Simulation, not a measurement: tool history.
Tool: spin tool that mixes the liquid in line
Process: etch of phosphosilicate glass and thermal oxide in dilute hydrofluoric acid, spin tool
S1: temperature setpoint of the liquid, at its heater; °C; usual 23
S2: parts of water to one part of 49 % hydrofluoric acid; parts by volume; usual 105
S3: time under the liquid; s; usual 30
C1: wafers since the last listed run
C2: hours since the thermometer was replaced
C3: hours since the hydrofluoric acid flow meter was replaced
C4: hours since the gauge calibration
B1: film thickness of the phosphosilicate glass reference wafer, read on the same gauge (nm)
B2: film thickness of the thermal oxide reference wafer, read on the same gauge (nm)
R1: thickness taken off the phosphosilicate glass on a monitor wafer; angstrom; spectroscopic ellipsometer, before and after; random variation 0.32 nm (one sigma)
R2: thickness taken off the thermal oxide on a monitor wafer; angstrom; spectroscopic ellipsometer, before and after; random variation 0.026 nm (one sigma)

run	hour	S1	S2	S3	C1	C2	C3	C4	B1	B2	R1	R2
1	0	23	105	30	0	2853.5	333.7	473.1	100	60.001	454.1	12.39
2	24.4	23	105	30	382	2877.9	358.1	497.5	99.97	60.009	449.2	12.44
3	37	23	105	40	197	2890.5	370.7	510.1	100.03	60.022	594	16.78
4	63.7	23	105	40	418	2917.2	397.4	536.8	100	59.99	597.5	16.73
5	92.4	23	105	40	449	2945.9	426.1	565.5	100.03	60	594.6	16.7
6	195.7	23	105	30	1619	3049.2	529.4	668.8	100	60.02	442.6	12.2
# hour 211.4: gauge calibrated
7	225.5	23	105	30	467	3079	559.2	14.1	99.97	60	440.2	12.55
8	260	23	105	30	540	3113.5	593.7	48.6	99.99	59.989	444.2	12.36
# hour 281.3: thermometer replaced
9	289.9	27	105	20	452	8.6	623.6	78.5	100	60.022	343.3	9.59
10	306.2	27	105	20	255	24.9	639.9	94.8	99.99	59.996	338.5	9.45
11	328	24.5	140	30	341	46.7	661.7	116.6	99.98	59.997	333.7	9.65
12	347.7	23	105	30	308	66.4	681.4	136.3	99.99	60.006	435.1	11.91
13	374.7	23	105	30	423	93.4	708.4	163.3	99.98	60.004	439	11.77
# hour 425.8: hydrofluoric acid flow meter replaced
14	433.3	20.5	90	15	902	152	7.5	221.9	99.98	60.001	247.6	6.62
15	454.1	20.5	120	45	325	172.8	28.3	242.7	100.02	59.961	544.3	14.7
16	487	23	105	30	515	205.7	61.2	275.6	100.04	59.998	460.8	13.04
17	522.6	27	105	50	557	241.3	96.8	311.2	99.99	60.027	898	25.66
18	545.2	21	150	30	354	263.9	119.4	333.8	99.98	59.999	279.8	7.82
19	576.6	23	70	30	492	295.3	150.8	365.2	100.03	59.99	713.4	20.75
20	593.8	19	105	30	269	312.5	168	382.4	100.01	60.002	389.7	11.35

The tool's hidden state at each run:
liquid hotter than its thermometer reads (K): 0 in every run
gauge reads high (%): 0 in every run
H1: hydrofluoric acid flow below the setpoint (%)
run	H1
1	2.52
2	2.68
3	2.76
4	2.94
5	3.12
6	3.8
7	3.99
8	4.22
9	4.41
10	4.52
11	4.66
12	4.79
13	4.96
14	0.315
15	0.451
16	0.665
17	0.897
18	1.04
19	1.25
20	1.36

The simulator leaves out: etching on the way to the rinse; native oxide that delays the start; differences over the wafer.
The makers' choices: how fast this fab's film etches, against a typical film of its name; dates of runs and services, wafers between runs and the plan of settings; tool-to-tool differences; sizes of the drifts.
